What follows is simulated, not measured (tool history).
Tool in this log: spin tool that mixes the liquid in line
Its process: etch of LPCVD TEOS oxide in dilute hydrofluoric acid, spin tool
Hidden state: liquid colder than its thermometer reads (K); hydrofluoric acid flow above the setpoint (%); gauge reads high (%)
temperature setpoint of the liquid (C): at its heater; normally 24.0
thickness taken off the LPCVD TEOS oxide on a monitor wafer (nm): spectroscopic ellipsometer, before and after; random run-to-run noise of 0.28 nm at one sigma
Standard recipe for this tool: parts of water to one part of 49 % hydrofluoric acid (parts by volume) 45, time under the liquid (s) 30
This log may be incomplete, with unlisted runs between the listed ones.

run,day,temperature setpoint of the liquid (C),parts of water to one part of 49 % hydrofluoric acid (parts by volume),time under the liquid (s),wafers since the last listed run,hours since the thermometer was replaced,hours since the hydrofluoric acid flow meter was replaced,hours since the gauge calibration,"read-back film thickness of the LPCVD TEOS oxide reference wafer, read on the same gauge (nm)",thickness taken off the LPCVD TEOS oxide on a monitor wafer (nm)
1,0.000,24.0,45,30,0,600.3,1006.8,542.9,90.03,28.21
2,2.633,24.0,45,30,1299,663.5,1070.0,606.1,90.00,28.45
3,5.171,24.0,45,30,1252,724.4,1130.9,667.0,90.03,28.38
4,9.817,24.0,60,30,2292,835.9,1242.4,778.5,90.02,21.20
5,10.946,24.0,45,30,557,863.0,1269.5,805.6,89.96,28.57
6,13.250,24.0,45,30,1136,918.3,1324.8,860.9,89.98,28.21
7,14.621,24.0,45,30,676,951.2,1357.7,893.8,89.97,28.04
8,16.067,24.0,45,30,713,985.9,1392.4,928.5,89.99,28.54
# day 17.200: hydrofluoric acid flow meter replaced
9,17.688,24.0,45,30,779,1024.8,11.7,967.4,89.99,26.69
10,20.679,24.0,45,30,1476,1096.6,83.5,1039.2,90.01,26.68
11,22.642,24.0,45,30,968,1143.7,130.6,1086.3,90.00,26.95
# day 23.517: gauge calibrated
12,24.512,24.0,40,35,923,1188.6,175.5,23.9,89.97,35.48
13,25.562,24.0,45,30,518,1213.8,200.7,49.1,89.99,27.09
14,26.588,22.5,25,50,505,1238.4,225.3,73.7,90.00,78.04
15,29.196,27.5,25,15,1286,1301.0,287.9,136.3,90.00,28.70
16,30.517,22.5,45,50,651,1332.7,319.6,168.0,90.00,42.09
# day 32.175: thermometer replaced
17,32.579,24.0,45,30,997,9.7,369.1,217.5,90.00,28.89
18,34.700,19.0,30,45,1046,60.6,420.0,268.4,89.98,54.72
19,36.550,21.5,55,15,912,105.0,464.4,312.8,90.00,10.54
20,38.325,24.0,40,50,875,147.6,507.0,355.4,89.99,55.42
21,40.367,26.5,30,30,1007,196.6,556.0,404.4,90.00,48.88
22,41.879,24.0,45,30,746,232.9,592.3,440.7,90.00,29.31
23,43.379,24.0,30,30,740,268.9,628.3,476.7,89.98,43.73
24,45.771,24.0,60,20,1180,326.3,685.7,534.1,90.01,14.24
25,46.929,19.5,65,45,571,354.1,713.5,561.9,90.02,24.48

Measured less the same run without the tool's hidden state. The same run-to-run variation is in both; the gauge's scatter may not be:
run,thickness taken off the LPCVD TEOS oxide on a monitor wafer (nm)
1,+0.07
2,+0.03
3,-0.01
4,-0.03
5,-0.09
6,-0.14
7,-0.16
8,-0.18
9,-1.47
10,-1.51
11,-1.55
12,-2.10
13,-1.60
14,-4.90
15,-1.75
16,-2.66
17,+0.76
18,+1.35
19,+0.26
20,+1.29
21,+1.08
22,+0.63
23,+0.89
24,+0.30
25,+0.47
